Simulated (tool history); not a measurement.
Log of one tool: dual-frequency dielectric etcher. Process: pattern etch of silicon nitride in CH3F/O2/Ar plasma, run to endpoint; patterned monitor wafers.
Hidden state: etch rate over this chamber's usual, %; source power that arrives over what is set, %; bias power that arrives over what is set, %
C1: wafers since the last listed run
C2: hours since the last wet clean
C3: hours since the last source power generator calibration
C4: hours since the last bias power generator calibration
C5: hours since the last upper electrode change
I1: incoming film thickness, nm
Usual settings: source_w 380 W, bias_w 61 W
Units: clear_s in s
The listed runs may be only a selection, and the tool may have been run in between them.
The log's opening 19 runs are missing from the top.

{"run": 20, "day": 19.396, "source_w": 380, "bias_w": 61, "C1": 357, "C2": 165.6, "C3": 2966.7, "C4": 258.9, "C5": 38.2, "I1": 31.91, "clear_s": 45.7}
{"run": 21, "day": 20.75, "source_w": 380, "bias_w": 61, "C1": 366, "C2": 198.1, "C3": 2999.2, "C4": 291.4, "C5": 70.7, "I1": 31.93, "clear_s": 45.1}
{"run": 22, "day": 21.888, "source_w": 440, "bias_w": 70, "C1": 308, "C2": 225.4, "C3": 3026.5, "C4": 318.7, "C5": 98, "I1": 32.28, "clear_s": 42.9}
{"run": 23, "day": 22.933, "source_w": 330, "bias_w": 74, "C1": 283, "C2": 250.5, "C3": 3051.6, "C4": 343.8, "C5": 123.1, "I1": 32.23, "clear_s": 44.5}
{"run": 24, "day": 23.562, "source_w": 460, "bias_w": 66, "C1": 170, "C2": 265.6, "C3": 3066.7, "C4": 358.9, "C5": 138.2, "I1": 32.37, "clear_s": 43}
{"day": 24.025, "done": "source power generator calibrated"}
{"run": 25, "day": 24.954, "source_w": 380, "bias_w": 61, "C1": 331, "C2": 299, "C3": 22.3, "C4": 392.3, "C5": 171.6, "I1": 32.43, "clear_s": 45.8}
{"run": 26, "day": 25.796, "source_w": 280, "bias_w": 55, "C1": 228, "C2": 319.2, "C3": 42.5, "C4": 412.5, "C5": 191.8, "I1": 32.08, "clear_s": 48.7}
{"run": 27, "day": 26.971, "source_w": 340, "bias_w": 61, "C1": 318, "C2": 347.4, "C3": 70.7, "C4": 440.7, "C5": 220, "I1": 32.27, "clear_s": 46.1}

Run 28 is up next; what results do you expect?
{"run": 28, "day": 28.246, "source_w": 280, "bias_w": 50, "C1": 345, "C2": 378, "C3": 101.3, "C4": 471.3, "C5": 250.6, "I1": 31.79, "clear_s": "?"}

clear_s: 48.8 s
On a tool with no hidden condition, and with the same random variation, this run would have come out at clear_s 51.3 s.
